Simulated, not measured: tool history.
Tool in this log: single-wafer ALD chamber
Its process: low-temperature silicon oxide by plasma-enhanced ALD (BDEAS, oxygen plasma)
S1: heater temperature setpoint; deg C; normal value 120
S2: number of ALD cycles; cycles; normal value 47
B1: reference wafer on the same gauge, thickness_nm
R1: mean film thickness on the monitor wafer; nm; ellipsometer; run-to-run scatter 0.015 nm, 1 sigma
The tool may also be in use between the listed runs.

run,hour,S1,S2,B1,R1
1,0,120,47,6.068,5.793
2,76.9,109,47,6.067,5.914
3,123.3,120,42,6.069,5.19
4,203.9,120,42,6.069,5.178
5,292.9,120,42,6.074,5.161
6,370.1,116,47,6.064,5.817
# hour 388.8: thermocouple changed; heater temperature recalibrated
# hour 401: gauge calibrated
7,417.8,120,43,6.071,5.356
8,716.4,120,50,6.072,6.22
9,791.7,120,50,6.074,6.173
10,869,120,50,6.066,6.179
11,961.2,123,47,6.073,5.791
12,1044.5,120,47,6.072,5.795
13,1104.7,120,47,6.07,5.774
14,1151.6,120,41,6.071,5.052
15,1239.3,120,41,6.068,5.056
16,1339.6,120,41,6.07,5.06
17,1426.3,120,40,6.07,4.945
18,1471.8,120,40,6.066,4.935
19,1545.4,120,40,6.068,4.947
20,1628.7,110,40,6.068,5.057
21,1740.7,120,47,6.069,5.805
22,1795.4,109,39,6.073,4.92
23,1840.2,126,40,6.076,4.895
24,1932.4,120,39,6.068,4.806
25,1982.5,131,47,6.072,5.654
26,2035.3,127,38,6.069,4.634
# hour 2130.9: thermocouple changed; heater temperature recalibrated
# hour 2319.7: gauge calibrated
27,2358.4,135,38,6.068,4.572
28,2421.4,107,55,6.068,6.974
29,2496.4,106,51,6.073,6.481
30,2544.3,128,53,6.073,6.497
31,2649,115,51,6.07,6.355
32,2744.5,120,50,6.071,6.164
33,2790.8,115,51,6.07,6.34
34,2827.6,120,47,6.071,5.78
35,2891.2,128,40,6.069,4.866
36,2941.4,120,47,6.069,5.801
37,3018.6,108,47,6.072,5.89
38,3057,106,47,6.068,5.941
39,3105.1,133,47,6.071,5.648

Forecast each of these 3 alternatives for the next run:
A,3105.6,120,47,?,?
B,3105.6,124,49,?,?
C,3105.6,120,44,?,?

run,B1,R1
A,6.071,5.784
B,6.071,5.986
C,6.071,5.415
Take away the tool's hidden state, keep each run's random variation, and the runs would have read:
run,R1
A,5.844
B,6.048
C,5.471
